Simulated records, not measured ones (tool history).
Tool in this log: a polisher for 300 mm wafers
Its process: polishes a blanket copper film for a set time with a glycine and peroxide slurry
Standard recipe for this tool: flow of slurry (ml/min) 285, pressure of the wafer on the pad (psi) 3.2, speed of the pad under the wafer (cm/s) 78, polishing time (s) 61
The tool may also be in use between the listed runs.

run	hour	flow of slurry (ml/min)	pressure of the wafer on the pad (psi)	speed of the pad under the wafer (cm/s)	polishing time (s)	wafers since the last listed run	wafers polished on this pad	hours since the slurry nozzle was cleaned	hours since the head pressure was calibrated	incoming thickness of the incoming film, nm	film removed (nm)
1	0.0	285	3.2	78	61	0	138	160.8	263.7	1795.6	305.2
2	68.9	285	3.2	78	61	860	999	229.7	332.6	1788.4	308.3
# hour 324.4: head pressure recalibrated
3	375.1	285	3.2	78	61	3799	4799	535.9	50.7	1798.8	323.8
4	425.7	285	3.2	78	61	632	5431	586.5	101.3	1766.3	327.9
5	477.7	285	3.2	78	61	649	6081	638.5	153.3	1801.2	325.0
# hour 555.2: worn pad replaced by a new one
# hour 566.4: slurry nozzle cleaned
6	578.1	285	3.2	78	61	1191	273	11.7	253.7	1762.1	330.9
7	683.8	285	3.2	78	61	1320	1593	117.4	359.4	1779.3	329.4
8	726.1	285	3.2	78	61	528	2121	159.7	401.7	1778.5	330.3
# hour 780.1: head pressure recalibrated, repeated, since the last time left the tool worse
9	831.3	285	2.6	78	61	1289	3411	264.9	51.2	1793.6	253.1
10	925.8	285	2.6	78	61	1180	4591	359.4	145.7	1765.5	259.4
11	1014.1	285	2.6	78	61	1103	5694	447.7	234.0	1754.5	257.9
# hour 1100.5: worn pad replaced by a new one
12	1116.4	285	3.2	70	61	1227	198	550.0	336.3	1764.1	284.9
13	1160.4	285	3.2	60	61	549	748	594.0	380.3	1771.1	248.0
14	1262.0	285	3.2	60	61	1269	2017	695.6	481.9	1791.1	250.4
# hour 1325.1: slurry nozzle cleaned
15	1367.8	285	3.2	60	61	1309	3326	42.7	587.7	1759.3	253.7
# hour 1392.9: head pressure recalibrated
16	1410.4	285	3.2	78	77	507	3833	85.3	17.5	1739.9	372.8
17	1482.7	285	3.6	78	72	903	4736	157.6	89.8	1760.8	395.4
18	1570.6	285	4.0	98	78	1098	5834	245.5	177.7	1796.9	575.6
# hour 1609.6: worn pad replaced by a new one
19	1661.6	285	3.2	78	61	1086	649	336.5	268.7	1755.1	304.3
20	1707.7	285	3.2	78	61	575	1224	382.6	314.8	1779.4	304.5
21	1774.9	285	3.2	78	61	839	2064	449.8	382.0	1786.5	303.1
22	1811.9	285	2.1	52	61	462	2526	486.8	419.0	1765.1	165.3
23	1871.1	365	3.2	78	61	739	3266	546.0	478.2	1790.2	312.2
24	1977.0	285	3.5	78	76	1322	4588	651.9	584.1	1768.4	413.6
25	2019.3	285	3.2	78	61	528	5117	694.2	626.4	1761.8	306.2
# hour 2059.0: head pressure recalibrated
# hour 2079.2: slurry nozzle cleaned
26	2094.9	285	3.2	78	61	906	6024	15.7	35.9	1759.7	299.8
27	2180.0	285	3.2	78	61	1063	7087	100.8	121.0	1782.9	302.1
# hour 2226.7: worn pad replaced by a new one
28	2271.3	325	3.5	60	78	1090	556	192.1	212.3	1806.1	343.2
29	2357.4	285	3.2	78	75	1075	1632	278.2	298.4	1780.6	372.0
30	2446.1	285	3.6	88	61	1108	2740	366.9	387.1	1768.8	374.3
31	2520.7	285	3.2	78	61	931	3672	441.5	461.7	1757.9	302.4
32	2571.5	285	3.2	70	61	634	4306	492.3	512.5	1794.9	285.6
33	2617.6	285	4.1	78	61	575	4882	538.4	558.6	1778.6	375.8
34	2675.9	240	2.2	78	72	728	5610	596.7	616.9	1755.3	269.9
# hour 2687.2: head pressure recalibrated
35	2729.9	345	3.9	94	54	649	6260	650.7	42.7	1770.0	364.0

What if the next run were any one of these 5? Each begins from the tool's condition after run 35:
A	2730.3	230	3.2	78	61	4	6265	651.1	43.1	1776.3	?
B	2730.3	195	2.1	78	69	4	6265	651.1	43.1	1776.3	?
C	2730.3	285	3.2	56	45	4	6265	651.1	43.1	1776.3	?
D	2730.3	345	3.2	52	44	4	6265	651.1	43.1	1776.3	?
E	2730.3	380	3.2	78	74	4	6265	651.1	43.1	1776.3	?

run	film removed (nm)
A	292.4
B	235.7
C	169.0
D	158.3
E	366.9
With no hidden state in the tool, these same runs would have given:
run	film removed (nm)
A	289.9
B	233.9
C	167.7
D	157.1
E	363.8
